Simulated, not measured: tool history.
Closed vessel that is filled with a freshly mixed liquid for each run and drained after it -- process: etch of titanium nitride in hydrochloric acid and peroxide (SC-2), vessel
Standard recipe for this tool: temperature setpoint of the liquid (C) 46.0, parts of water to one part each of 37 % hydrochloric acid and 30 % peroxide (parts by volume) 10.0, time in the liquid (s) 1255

run	hour	temperature setpoint of the liquid (C)	parts of water to one part each of 37 % hydrochloric acid and 30 % peroxide (parts by volume)	time in the liquid (s)	read-back film thickness of the titanium nitride reference wafer, read on the same gauge (nm)	thickness taken off the titanium nitride on a monitor wafer (nm)
1	0.0	46.0	10.0	1255	100.00	41.86
2	7.9	46.0	10.0	1255	100.00	41.29
3	24.2	46.0	10.0	1255	99.99	41.50
4	39.0	46.0	10.0	1255	100.01	41.95
5	46.6	46.0	10.0	1255	100.00	41.76
6	61.5	46.0	10.0	1255	100.01	41.97
7	73.2	46.0	10.0	1255	100.01	41.67
# hour 74.9: new drum of peroxide connected
8	82.8	46.0	10.0	1255	100.00	44.68
9	100.4	46.0	10.0	1255	100.03	45.36
10	111.0	46.0	6.5	1430	99.99	71.94
11	128.6	46.0	6.5	1430	100.01	72.56
12	134.8	46.0	6.5	1430	100.00	71.74
13	146.1	46.0	10.0	1255	100.00	43.75
14	155.6	46.0	5.5	1255	99.98	70.88
# hour 159.0: gauge calibrated
15	168.1	46.0	10.0	1810	99.99	63.83
16	208.4	46.0	14.5	585	100.00	14.97
# hour 221.0: chemicals flow meter replaced
17	225.4	49.5	5.5	2000	100.01	143.98
18	239.8	46.0	10.0	1810	99.99	63.90
19	246.1	53.0	10.0	525	99.99	29.66
# hour 251.8: thermometer replaced
20	263.4	46.0	10.0	1915	99.99	66.75
21	281.0	46.0	10.0	1255	100.00	44.15
22	298.6	52.5	10.0	755	100.01	40.90
23	307.1	46.0	10.0	1255	100.01	44.52
24	320.3	46.0	10.0	1255	100.00	44.60
25	334.0	46.0	10.0	1255	100.01	43.63
26	342.0	46.0	10.0	1255	99.97	43.69
27	353.5	46.0	13.0	1255	100.02	35.35
28	362.6	51.0	6.5	585	100.02	41.22
29	369.2	46.0	10.0	1255	99.99	43.82
30	384.9	41.0	10.0	1725	100.03	42.23

Run by run, hidden condition taken away, random variation retained:
Unlogged tool condition in this case: liquid colder than its thermometer reads (K); chemicals flow below the setpoint (%); peroxide weaker than its label (%); gauge reads high (%).
run	thickness taken off the titanium nitride on a monitor wafer (nm)
1	44.89
2	44.28
3	44.56
4	45.08
5	44.90
6	45.16
7	44.87
8	44.74
9	45.46
10	72.14
11	72.83
12	72.03
13	43.96
14	71.24
15	64.22
16	15.10
17	145.23
18	64.54
19	29.96
20	67.50
21	44.70
22	41.45
23	45.14
24	45.25
25	44.29
26	44.38
27	35.94
28	41.89
29	44.57
30	42.99

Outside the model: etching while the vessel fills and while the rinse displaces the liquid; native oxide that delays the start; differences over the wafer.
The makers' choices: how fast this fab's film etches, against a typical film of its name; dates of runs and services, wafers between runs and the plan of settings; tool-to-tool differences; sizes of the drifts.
